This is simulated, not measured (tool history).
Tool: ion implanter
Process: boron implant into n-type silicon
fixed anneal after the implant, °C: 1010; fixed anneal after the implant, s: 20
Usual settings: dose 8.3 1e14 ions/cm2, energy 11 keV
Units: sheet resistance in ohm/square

run,hour,dose,energy,"read-back reference wafer on the same gauge, sheet resistance",sheet resistance
1,0,7.74,11,122.98,155.38
2,19.4,8.3,11,122.99,147.29
3,109.9,8.3,11,123.02,146.57
4,141.6,8.3,11,122.97,146.75
5,169.1,8.3,11,123.06,146.37
6,184.1,6.78,11,122.98,172.53
7,229.5,8.3,11,122.99,146.16
8,257.4,8.3,11,122.99,146.34
9,285.2,8.3,11,122.98,146.07
10,302.2,6.61,11,123.04,175.65
11,323.6,6.61,11,123.01,175.31
12,358.7,6.61,11,122.98,175.59
13,382.6,8.3,11,123.01,145.87
14,396.4,8.3,11,122.97,146.44
15,431.6,8.3,11,122.99,146.02
# hour 437.4: gauge calibrated
16,463.8,8.3,11,122.98,146.01
17,496.1,8.3,11,122.97,146.05
18,531.5,7.16,11,123.02,163.89
# hour 569.9: extraction supply calibrated
19,570.4,8.3,11,122.97,145.05
20,591.7,8.3,14.5,123,140.5
# hour 604.3: Faraday cup replaced and dose calibrated
21,614.8,8.3,11,122.98,147.52
22,653.3,8.3,11,123.02,147.47
23,680.5,10.31,9.5,123.01,129.74
24,695.4,8.3,11,122.98,147.31
25,719.1,7.39,7.5,122.98,169.8
26,765.7,10.33,12.5,122.99,122.5
27,783.9,8.3,11,123.01,147.43
28,809.8,8.3,11,123.02,147.29
29,837,10.15,11,123.02,127.39
30,863.4,5.91,9.5,123.04,196.46
31,887.1,9.11,11,123,137.24
32,916.3,10.1,9.5,123.03,131.35
33,978.6,9.56,14.5,123.03,126.84
34,1007.3,7.54,12,123,157.15
35,1037,5.83,13,123.01,193.4
36,1071.7,7.16,14,123.03,161.79

Forecast each of these 3 alternatives for the next run:
A,1072.1,8.3,11,?,?
B,1072.1,6.36,11,?,?
C,1072.1,9,9.5,?,?

run,"read-back reference wafer on the same gauge, sheet resistance",sheet resistance
A,122.98,147.58
B,122.98,182.97
C,122.98,142.38
Without the tool's hidden state the same runs would have given:
run,sheet resistance
A,147.79
B,183.25
C,142.56

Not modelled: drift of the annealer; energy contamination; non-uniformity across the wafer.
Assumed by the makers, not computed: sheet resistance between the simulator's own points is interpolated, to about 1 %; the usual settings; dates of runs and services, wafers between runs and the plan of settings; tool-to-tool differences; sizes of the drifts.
